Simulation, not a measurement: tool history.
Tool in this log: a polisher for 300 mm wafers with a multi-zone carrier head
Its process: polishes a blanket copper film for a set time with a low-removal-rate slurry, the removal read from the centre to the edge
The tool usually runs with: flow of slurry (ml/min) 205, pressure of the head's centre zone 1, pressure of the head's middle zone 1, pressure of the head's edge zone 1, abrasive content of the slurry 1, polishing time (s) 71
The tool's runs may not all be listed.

run	hour	flow of slurry (ml/min)	pressure of the head's centre zone	pressure of the head's middle zone	pressure of the head's edge zone	abrasive content of the slurry	polishing time (s)	incoming thickness of the incoming film, nm	film removed at the wafer's centre (nm)	film removed at mid-radius (nm)	film removed at the wafer's edge (nm)
1	0	205	1	1	1	1	55	1427.5	220.3	229.4	234
2	22	205	1	1	1	1	55	1411	221.4	229.4	233.2
3	34.7	205	1	1	1	1	71	1427.9	285.2	296.3	295.9
# hour 49.1: worn pad replaced by a new one
4	60.2	205	1	1	1	1	71	1435.5	288.1	287.5	293.9
5	88.8	205	1	1	0.95	1	71	1438	277.1	293.4	284.2
6	118.7	205	1	1	1	1	71	1435.5	278	279.2	288.9
# hour 132.8: slurry nozzle cleaned
# hour 137.2: centre zone pressure recalibrated
7	138.3	205	1	1	1	1.2	71	1439.4	331.2	328.8	327.6
# hour 145.5: carrier head's membrane replaced by a new one, of another model than before
# hour 152.4: worn pad replaced by a new one
8	173.9	205	1	1	1	1	71	1431.8	319.7	325.5	318.4
# hour 180.1: edge zone pressure recalibrated
9	197.4	205	1.09	1	1.07	1	56	1411.2	286.5	252.2	262.2
10	224.9	155	1	1	1.1	1	71	1429.9	309.8	309.1	328
11	237.6	205	1.09	1	1.07	1	56	1415.5	279.7	259.1	261.7
# hour 262.3: worn pad replaced by a new one
12	271.5	260	0.92	1	0.92	1	90	1447.1	376.1	420	383.3
13	286.2	165	1	1.11	1	0.8	71	1447.2	291.1	309.5	302.2
14	312.6	205	1.04	1.09	1	1	71	1413.4	331.2	339.2	321.5
15	329.2	205	1	1.07	0.91	1	71	1429.8	319.4	337	296

4 ways to go on from here, each from the tool as it stands after run 15. What would each give?
A	329.6	205	1	1	1	1	71	1454.2	?	?	?
B	329.6	205	1	1	1	0.9	87	1454.2	?	?	?
C	329.6	205	1	1.05	1	1	71	1454.2	?	?	?
D	329.6	205	1	1	1	1	86	1454.2	?	?	?

run	film removed at the wafer's centre (nm)	film removed at mid-radius (nm)	film removed at the wafer's edge (nm)
A	314.6	329.4	319.8
B	377	394.8	383.2
C	314.6	335.8	319.7
D	381.1	399	387.3
With no hidden state in the tool, these same runs would have given:
run	film removed at the wafer's centre (nm)	film removed at mid-radius (nm)	film removed at the wafer's edge (nm)
A	320.3	334.8	323.6
B	383.8	401.2	387.8
C	320.3	341.2	323.5
D	388	405.5	391.9

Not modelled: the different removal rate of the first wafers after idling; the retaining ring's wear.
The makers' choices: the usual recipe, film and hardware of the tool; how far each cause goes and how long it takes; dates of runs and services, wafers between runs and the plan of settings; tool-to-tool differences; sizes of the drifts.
